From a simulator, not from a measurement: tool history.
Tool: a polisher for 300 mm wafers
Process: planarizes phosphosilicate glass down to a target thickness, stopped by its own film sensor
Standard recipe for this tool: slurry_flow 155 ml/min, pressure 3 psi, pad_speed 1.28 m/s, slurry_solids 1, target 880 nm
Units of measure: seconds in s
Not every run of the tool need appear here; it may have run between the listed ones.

run,hour,slurry_flow,pressure,pad_speed,slurry_solids,target,"incoming thickness of the incoming film, nm",seconds
1,0,135,2.7,1.28,1,880,1718.7,107.8
# hour 2.3: slurry nozzle cleaned
2,17.3,155,3,1.28,1,880,1749.4,106.1
3,34.7,155,3,1.28,1,880,1713.6,103.9
# hour 37.2: slurry blender recalibrated
# hour 40.2: worn pad replaced by a new one
4,45.2,155,3,1.28,1,880,1736.6,98.7
5,58,200,2.4,1.28,1,880,1723.9,107.7
# hour 69.9: conditioning disc replaced and pad reconditioned
6,73.3,125,3.3,1.1,1,687,1700.4,113.7
7,81.4,190,3,1.28,0.75,880,1705.4,98.1
8,94,155,3.6,1.6,1,777,1725.5,78
9,106.2,155,3,1.28,1.25,880,1692,81.6
10,118.1,155,3,1,1.2,880,1701.1,98.4
11,131.9,105,3,1.28,1,1048,1729.4,81
12,141.3,155,3.7,1.28,0.9,1060,1714,68.7
# hour 147.9: worn pad replaced by a new one
13,158.6,115,3.7,0.94,0.9,880,1734,114.8
14,168.1,125,3,1.62,1,1113,1732.6,65
15,175.2,155,3,1.28,1,880,1718.7,99.3
16,187.8,155,3.5,1.28,1,880,1706.6,89.5
17,205,155,3,1.44,1,880,1741.9,94
18,213,155,3,1.28,0.9,880,1720.5,108
19,227.2,110,3,1.28,0.8,880,1716.9,116.1
20,244,155,2.7,1.52,1.25,880,1742.3,90.8
# hour 253.6: slurry blender recalibrated
21,254.1,155,3,1.28,1.2,880,1693.2,85.9
22,261.6,130,3,1.58,1,1088,1724.4,65.4
# hour 267.7: worn pad replaced by a new one
23,268.2,180,2.4,1.28,1,880,1712.2,105.5
24,283.7,155,3,0.96,1,880,1679.7,112.1
25,291.4,195,3,1.28,0.75,880,1728.8,111.2
26,298.4,155,2.6,1.4,0.8,707,1713.3,136.6
27,316.3,155,3,1.28,1,880,1715.5,99.9

Each row is a separate what-if for the run after 27, all from the same tool condition, not one after another. Results?
A,316.7,155,3,1.28,1,880,1732.1,?
B,316.7,105,3,1.28,1,687,1732.1,?
C,316.7,155,3.4,1.28,1,880,1732.1,?

run,seconds
A,104.7
B,134.7
C,97.8
With no hidden state in the tool, these same runs would have given:
run,seconds
A,85.9
B,110.6
C,79.6
